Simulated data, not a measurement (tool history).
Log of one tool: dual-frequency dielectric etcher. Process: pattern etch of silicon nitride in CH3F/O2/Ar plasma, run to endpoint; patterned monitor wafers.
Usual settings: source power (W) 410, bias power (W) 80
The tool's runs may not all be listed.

run   hour  source power (W)  bias power (W)  wafers since the last listed run  hours since the last wet clean  hours since the last source power generator calibration  hours since the last bias power generator calibration  hours since the last upper electrode change  incoming incoming film thickness, nm  endpoint time (s)
  1    0.0               410              72                                 0                           126.7                                                   3142.8                                                 4044.4                                       5409.8                                 38.66               58.0
  2   71.0               410              80                               622                           197.7                                                   3213.8                                                 4115.4                                       5480.8                                 38.88               56.0
  3  212.7               410              80                              1242                           339.4                                                   3355.5                                                 4257.1                                       5622.5                                 38.88               55.9
     237.7  -- wet clean of the chamber
  4  262.0               410              80                               221                            24.3                                                   3404.8                                                 4306.4                                       5671.8                                 38.53               57.0
  5  289.4               410              80                               240                            51.7                                                   3432.2                                                 4333.8                                       5699.2                                 39.05               57.3
  6  356.8               410              80                               591                           119.1                                                   3499.6                                                 4401.2                                       5766.6                                 38.73               56.2
  7  408.6               410              80                               454                           170.9                                                   3551.4                                                 4453.0                                       5818.4                                 38.94               56.8
     459.4  -- source power generator calibrated
  8  465.3               500              97                               462                           227.6                                                      5.9                                                 4509.7                                       5875.1                                 38.62               48.6
  9  495.8               410              91                               267                           258.1                                                     36.4                                                 4540.2                                       5905.6                                 39.31               54.2
 10  552.8               330              73                               499                           315.1                                                     93.4                                                 4597.2                                       5962.6                                 38.57               61.4
     588.4  -- wet clean of the chamber
     656.8  -- bias power generator calibrated
     701.1  -- upper electrode replaced
 11  738.0               410              80                              1168                           149.6                                                    278.6                                                   81.2                                         36.9                                 38.32               55.7
 12  795.9               410              60                               507                           207.5                                                    336.5                                                  139.1                                         94.8                                 38.97               60.4

Forecast run 13:
 13  841.1               410              87                               396                           252.7                                                    381.7                                                  184.3                                        140.0                                 38.81                  ?

Run 13 gave endpoint time (s) 54.2.
Without the tool's hidden state the same run would have given endpoint time (s) 55.3.

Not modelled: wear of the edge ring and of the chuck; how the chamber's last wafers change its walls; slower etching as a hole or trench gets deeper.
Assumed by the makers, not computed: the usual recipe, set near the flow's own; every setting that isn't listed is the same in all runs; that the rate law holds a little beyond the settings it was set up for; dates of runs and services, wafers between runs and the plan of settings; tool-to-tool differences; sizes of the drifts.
